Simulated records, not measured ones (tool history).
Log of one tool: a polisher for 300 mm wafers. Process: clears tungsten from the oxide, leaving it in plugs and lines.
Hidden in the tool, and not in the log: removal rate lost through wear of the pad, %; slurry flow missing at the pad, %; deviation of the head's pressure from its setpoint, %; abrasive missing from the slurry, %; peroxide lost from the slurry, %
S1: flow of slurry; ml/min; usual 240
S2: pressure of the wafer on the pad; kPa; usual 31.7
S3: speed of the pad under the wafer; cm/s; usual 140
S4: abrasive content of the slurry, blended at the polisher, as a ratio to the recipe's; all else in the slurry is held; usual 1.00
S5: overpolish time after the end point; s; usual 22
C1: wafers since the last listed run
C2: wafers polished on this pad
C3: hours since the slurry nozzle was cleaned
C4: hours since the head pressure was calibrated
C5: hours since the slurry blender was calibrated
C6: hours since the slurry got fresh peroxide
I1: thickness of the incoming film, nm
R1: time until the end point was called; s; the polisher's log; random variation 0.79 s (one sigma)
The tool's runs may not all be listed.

{"run": 1, "hour": 0.0, "S1": 240, "S2": 31.7, "S3": 140, "S4": 1.0, "S5": 22, "C1": 0, "C2": 901, "C3": 541.4, "C4": 472.0, "C5": 187.6, "C6": 300.0, "I1": 506.2, "R1": 83.8}
{"hour": 26.2, "done": "slurry nozzle cleaned"}
{"run": 2, "hour": 85.3, "S1": 240, "S2": 31.7, "S3": 140, "S4": 1.0, "S5": 22, "C1": 522, "C2": 1423, "C3": 59.1, "C4": 557.3, "C5": 272.9, "C6": 385.3, "I1": 505.6, "R1": 78.9}
{"run": 3, "hour": 132.4, "S1": 240, "S2": 31.7, "S3": 140, "S4": 1.0, "S5": 22, "C1": 291, "C2": 1715, "C3": 106.2, "C4": 604.4, "C5": 320.0, "C6": 432.4, "I1": 510.9, "R1": 81.3}
{"run": 4, "hour": 196.4, "S1": 240, "S2": 31.7, "S3": 140, "S4": 1.0, "S5": 22, "C1": 396, "C2": 2112, "C3": 170.2, "C4": 668.4, "C5": 384.0, "C6": 496.4, "I1": 501.4, "R1": 79.5}
{"run": 5, "hour": 247.1, "S1": 240, "S2": 31.7, "S3": 140, "S4": 1.0, "S5": 22, "C1": 314, "C2": 2426, "C3": 220.9, "C4": 719.1, "C5": 434.7, "C6": 547.1, "I1": 510.8, "R1": 81.3}
{"run": 6, "hour": 317.2, "S1": 205, "S2": 40.7, "S3": 140, "S4": 1.0, "S5": 22, "C1": 434, "C2": 2860, "C3": 291.0, "C4": 789.2, "C5": 504.8, "C6": 617.2, "I1": 511.9, "R1": 66.5}
{"hour": 369.5, "done": "slurry tank refilled with fresh slurry and peroxide"}
{"hour": 398.8, "done": "worn pad replaced by a new one"}
{"run": 7, "hour": 399.3, "S1": 240, "S2": 31.7, "S3": 108, "S4": 1.0, "S5": 22, "C1": 477, "C2": 2, "C3": 373.1, "C4": 871.3, "C5": 586.9, "C6": 29.8, "I1": 515.0, "R1": 108.6}
{"run": 8, "hour": 481.9, "S1": 240, "S2": 42.1, "S3": 140, "S4": 1.3, "S5": 22, "C1": 511, "C2": 514, "C3": 455.7, "C4": 953.9, "C5": 669.5, "C6": 112.4, "I1": 513.0, "R1": 60.7}
{"hour": 489.5, "done": "slurry blender recalibrated"}
{"run": 9, "hour": 536.0, "S1": 240, "S2": 34.5, "S3": 110, "S4": 1.25, "S5": 17, "C1": 322, "C2": 837, "C3": 509.8, "C4": 1008.0, "C5": 46.5, "C6": 166.5, "I1": 519.9, "R1": 96.1}
{"hour": 635.7, "done": "slurry nozzle cleaned"}
{"run": 10, "hour": 639.2, "S1": 240, "S2": 31.7, "S3": 140, "S4": 1.0, "S5": 22, "C1": 633, "C2": 1470, "C3": 3.5, "C4": 1111.2, "C5": 149.7, "C6": 269.7, "I1": 509.9, "R1": 79.3}
{"run": 11, "hour": 731.5, "S1": 240, "S2": 31.7, "S3": 110, "S4": 0.75, "S5": 22, "C1": 571, "C2": 2042, "C3": 95.8, "C4": 1203.5, "C5": 242.0, "C6": 362.0, "I1": 510.8, "R1": 107.5}
{"hour": 812.2, "done": "head pressure recalibrated"}
{"run": 12, "hour": 826.1, "S1": 240, "S2": 31.7, "S3": 164, "S4": 1.15, "S5": 22, "C1": 573, "C2": 2616, "C3": 190.4, "C4": 13.9, "C5": 336.6, "C6": 456.6, "I1": 504.0, "R1": 68.0}
{"run": 13, "hour": 923.8, "S1": 240, "S2": 31.7, "S3": 110, "S4": 0.75, "S5": 22, "C1": 605, "C2": 3222, "C3": 288.1, "C4": 111.6, "C5": 434.3, "C6": 554.3, "I1": 509.4, "R1": 109.2}
{"run": 14, "hour": 970.0, "S1": 240, "S2": 24.8, "S3": 140, "S4": 1.0, "S5": 22, "C1": 286, "C2": 3508, "C3": 334.3, "C4": 157.8, "C5": 480.5, "C6": 600.5, "I1": 518.5, "R1": 105.9}
{"hour": 1033.3, "done": "worn pad replaced by a new one"}
{"run": 15, "hour": 1033.8, "S1": 240, "S2": 31.7, "S3": 140, "S4": 1.0, "S5": 17, "C1": 370, "C2": 3, "C3": 398.1, "C4": 221.6, "C5": 544.3, "C6": 664.3, "I1": 516.5, "R1": 85.3}
{"hour": 1046.1, "done": "slurry blender recalibrated"}
{"hour": 1054.5, "done": "slurry tank refilled with fresh slurry and peroxide"}
{"run": 16, "hour": 1134.9, "S1": 240, "S2": 31.7, "S3": 156, "S4": 1.0, "S5": 22, "C1": 607, "C2": 611, "C3": 499.2, "C4": 322.7, "C5": 88.8, "C6": 80.4, "I1": 502.0, "R1": 74.5}
{"run": 17, "hour": 1237.5, "S1": 240, "S2": 31.7, "S3": 140, "S4": 1.0, "S5": 22, "C1": 635, "C2": 1246, "C3": 601.8, "C4": 425.3, "C5": 191.4, "C6": 183.0, "I1": 501.7, "R1": 84.0}
{"hour": 1248.2, "done": "slurry nozzle cleaned"}
{"run": 18, "hour": 1321.9, "S1": 240, "S2": 31.7, "S3": 140, "S4": 1.0, "S5": 26, "C1": 516, "C2": 1763, "C3": 73.7, "C4": 509.7, "C5": 275.8, "C6": 267.4, "I1": 501.5, "R1": 78.4}
{"run": 19, "hour": 1391.4, "S1": 240, "S2": 31.7, "S3": 140, "S4": 1.0, "S5": 22, "C1": 430, "C2": 2194, "C3": 143.2, "C4": 579.2, "C5": 345.3, "C6": 336.9, "I1": 513.2, "R1": 80.3}
{"run": 20, "hour": 1484.2, "S1": 270, "S2": 31.7, "S3": 108, "S4": 0.7, "S5": 14, "C1": 575, "C2": 2769, "C3": 236.0, "C4": 672.0, "C5": 438.1, "C6": 429.7, "I1": 504.5, "R1": 109.7}
{"run": 21, "hour": 1541.8, "S1": 240, "S2": 28.3, "S3": 128, "S4": 1.0, "S5": 22, "C1": 356, "C2": 3126, "C3": 293.6, "C4": 729.6, "C5": 495.7, "C6": 487.3, "I1": 512.7, "R1": 100.9}
{"hour": 1594.8, "done": "worn pad replaced by a new one"}
{"run": 22, "hour": 1604.1, "S1": 240, "S2": 31.7, "S3": 154, "S4": 1.0, "S5": 22, "C1": 361, "C2": 57, "C3": 355.9, "C4": 791.9, "C5": 558.0, "C6": 549.6, "I1": 501.2, "R1": 73.6}
{"hour": 1671.3, "done": "slurry blender recalibrated"}
{"run": 23, "hour": 1679.0, "S1": 240, "S2": 31.7, "S3": 140, "S4": 1.0, "S5": 22, "C1": 451, "C2": 509, "C3": 430.8, "C4": 866.8, "C5": 7.7, "C6": 624.5, "I1": 506.7, "R1": 82.3}
{"hour": 1732.7, "done": "slurry tank refilled with fresh slurry and peroxide"}
{"run": 24, "hour": 1739.8, "S1": 175, "S2": 31.7, "S3": 124, "S4": 1.25, "S5": 22, "C1": 370, "C2": 880, "C3": 491.6, "C4": 927.6, "C5": 68.5, "C6": 7.1, "I1": 509.2, "R1": 94.6}
{"run": 25, "hour": 1796.1, "S1": 290, "S2": 36.5, "S3": 140, "S4": 0.7, "S5": 33, "C1": 348, "C2": 1229, "C3": 547.9, "C4": 983.9, "C5": 124.8, "C6": 63.4, "I1": 501.6, "R1": 72.0}
{"hour": 1890.7, "done": "head pressure recalibrated"}
{"run": 26, "hour": 1901.8, "S1": 240, "S2": 31.7, "S3": 140, "S4": 1.25, "S5": 11, "C1": 642, "C2": 1871, "C3": 653.6, "C4": 11.1, "C5": 230.5, "C6": 169.1, "I1": 500.3, "R1": 79.5}

Forecast each of these 4 alternatives for the next run:
{"run": "A", "hour": 1902.3, "S1": 240, "S2": 31.7, "S3": 140, "S4": 1.25, "S5": 22, "C1": 3, "C2": 1874, "C3": 654.1, "C4": 11.6, "C5": 231.0, "C6": 169.6, "I1": 511.0, "R1": "?"}
{"run": "B", "hour": 1902.3, "S1": 240, "S2": 31.7, "S3": 164, "S4": 0.8, "S5": 22, "C1": 3, "C2": 1874, "C3": 654.1, "C4": 11.6, "C5": 231.0, "C6": 169.6, "I1": 511.0, "R1": "?"}
{"run": "C", "hour": 1902.3, "S1": 165, "S2": 31.7, "S3": 162, "S4": 0.7, "S5": 22, "C1": 3, "C2": 1874, "C3": 654.1, "C4": 11.6, "C5": 231.0, "C6": 169.6, "I1": 511.0, "R1": "?"}
{"run": "D", "hour": 1902.3, "S1": 270, "S2": 31.7, "S3": 176, "S4": 1.1, "S5": 22, "C1": 3, "C2": 1874, "C3": 654.1, "C4": 11.6, "C5": 231.0, "C6": 169.6, "I1": 511.0, "R1": "?"}

run=A R1=83.3
run=B R1=76.4
run=C R1=84.2
run=D R1=66.6
Without the tool's hidden state the same runs would have given:
run=A R1=78.0
run=B R1=71.5
run=C R1=77.0
run=D R1=62.7
